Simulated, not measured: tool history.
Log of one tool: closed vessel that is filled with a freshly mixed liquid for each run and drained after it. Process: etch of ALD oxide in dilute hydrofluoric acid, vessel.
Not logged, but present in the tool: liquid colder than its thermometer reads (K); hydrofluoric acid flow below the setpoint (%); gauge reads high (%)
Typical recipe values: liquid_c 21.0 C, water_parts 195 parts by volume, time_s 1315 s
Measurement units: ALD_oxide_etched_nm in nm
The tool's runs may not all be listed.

run    hour  liquid_c  water_parts  time_s  wafers since the last listed run  hours since the thermometer was replaced  hours since the hydrofluoric acid flow meter was replaced  hours since the gauge calibration  read-back film thickness of the ALD oxide reference wafer, read on the same gauge (nm)  ALD_oxide_etched_nm
  1     0.0      21.0          195    1315                                 0                                     940.9                                                      302.9                             1547.2                                                                                  130.00                48.48
  2    68.2      17.5          195    1315                              2743                                    1009.1                                                      371.1                             1615.4                                                                                  130.01                41.37
  3   136.0      21.0          240    1315                              2727                                    1076.9                                                      438.9                             1683.2                                                                                  130.01                37.16
  4   203.4      21.0          240    1315                              2711                                    1144.3                                                      506.3                             1750.6                                                                                  130.00                37.22
  5   252.9      21.0          240    1315                              1991                                    1193.8                                                      555.8                             1800.1                                                                                  130.00                37.18
  6   289.8      21.0          195    1315                              1484                                    1230.7                                                      592.7                             1837.0                                                                                  129.98                47.73
  7   360.3      21.0          195    1315                              2835                                    1301.2                                                      663.2                             1907.5                                                                                  129.99                47.33
  8   396.2      21.0          195    1315                              1444                                    1337.1                                                      699.1                             1943.4                                                                                  130.00                47.22
  9   427.9      21.0          195    1870                              1275                                    1368.8                                                      730.8                             1975.1                                                                                  129.99                67.02
      450.9  -- gauge calibrated
 10   493.4      21.0          195    1315                              2634                                    1434.3                                                      796.3                               42.5                                                                                  129.98                46.38
 11   551.5      21.0          195    1315                              2337                                    1492.4                                                      854.4                              100.6                                                                                  130.00                47.50
 12   615.6      21.0          195    1315                              2578                                    1556.5                                                      918.5                              164.7                                                                                  130.03                46.81
 13   772.3      21.0          195    1315                              6303                                    1713.2                                                     1075.2                              321.4                                                                                  130.00                47.37
 14   805.1      21.0          195    1315                              1319                                    1746.0                                                     1108.0                              354.2                                                                                  130.01                47.11
 15   830.9      21.0          195    1315                              1037                                    1771.8                                                     1133.8                              380.0                                                                                  129.99                47.29
 16   893.5      21.0          155    1315                              2518                                    1834.4                                                     1196.4                              442.6                                                                                  129.99                61.41
 17   940.8      23.5          290     825                              1902                                    1881.7                                                     1243.7                              489.9                                                                                  130.00                19.99
 18   972.6      21.0          280    1315                              1279                                    1913.5                                                     1275.5                              521.7                                                                                  130.01                29.80
 19  1034.6      21.0          195    1315                              2493                                    1975.5                                                     1337.5                              583.7                                                                                  130.00                46.43
 20  1058.7      23.0          275     695                               969                                    1999.6                                                     1361.6                              607.8                                                                                  129.99                17.42
 21  1115.8      17.0          270     790                              2296                                    2056.7                                                     1418.7                              664.9                                                                                  129.98                16.38
 22  1161.8      21.0          195    1315                              1850                                    2102.7                                                     1464.7                              710.9                                                                                  130.00                46.40
 23  1229.5      21.0          195    1315                              2723                                    2170.4                                                     1532.4                              778.6                                                                                  130.02                46.77
 24  1281.5      18.5          255    1805                              2091                                    2222.4                                                     1584.4                              830.6                                                                                  130.01                41.96
 25  1307.9      23.5          115    1315                              1061                                    2248.8                                                     1610.8                              857.0                                                                                  129.99                96.83
     1309.9  -- thermometer replaced
     1330.4  -- hydrofluoric acid flow meter replaced
 26  1337.6      24.5          195    1315                              1114                                      27.7                                                        7.2                              886.7                                                                                  129.99                54.88
 27  1376.0      21.0          280    1315                              1544                                      66.1                                                       45.6                              925.1                                                                                  129.99                30.98
 28  1439.0      18.0          280    1935                              2534                                     129.1                                                      108.6                              988.1                                                                                  129.99                40.42
 29  1466.1      18.0          195    1315                              1090                                     156.2                                                      135.7                             1015.2                                                                                  130.02                42.43
 30  1575.2      17.0          195    1315                              4388                                     265.3                                                      244.8                             1124.3                                                                                  130.00                41.38
 31  1609.3      21.0           95     550                              1371                                     299.4                                                      278.9                             1158.4                                                                                  130.02                46.02
 32  1679.9      21.0          285    1315                              2839                                     370.0                                                      349.5                             1229.0                                                                                  130.00                29.49
 33  1720.9      21.0          195    1315                              1649                                     411.0                                                      390.5                             1270.0                                                                                  129.99                48.41
 34  1750.5      21.0          290     705                              1190                                     440.6                                                      420.1                             1299.6                                                                                  130.00                16.01
 35  1779.9      21.0          195    1780                              1182                                     470.0                                                      449.5                             1329.0                                                                                  130.00                65.09

Give the tool's hidden conditions for every run:
liquid colder than its thermometer reads (K): 0 across all the runs
gauge reads high (%): 0 across all the runs
H1: hydrofluoric acid flow below the setpoint (%)
run      H1
  1    1.04
  2    1.16
  3    1.28
  4    1.39
  5    1.48
  6    1.55
  7    1.67
  8    1.73
  9    1.79
 10     1.9
 11       2
 12    2.12
 13    2.39
 14    2.45
 15    2.49
 16     2.6
 17    2.69
 18    2.74
 19    2.85
 20    2.89
 21    2.99
 22    3.07
 23    3.19
 24    3.28
 25    3.33
 26  0.0359
 27   0.103
 28   0.214
 29   0.261
 30   0.452
 31   0.512
 32   0.636
 33   0.708
 34   0.759
 35   0.811
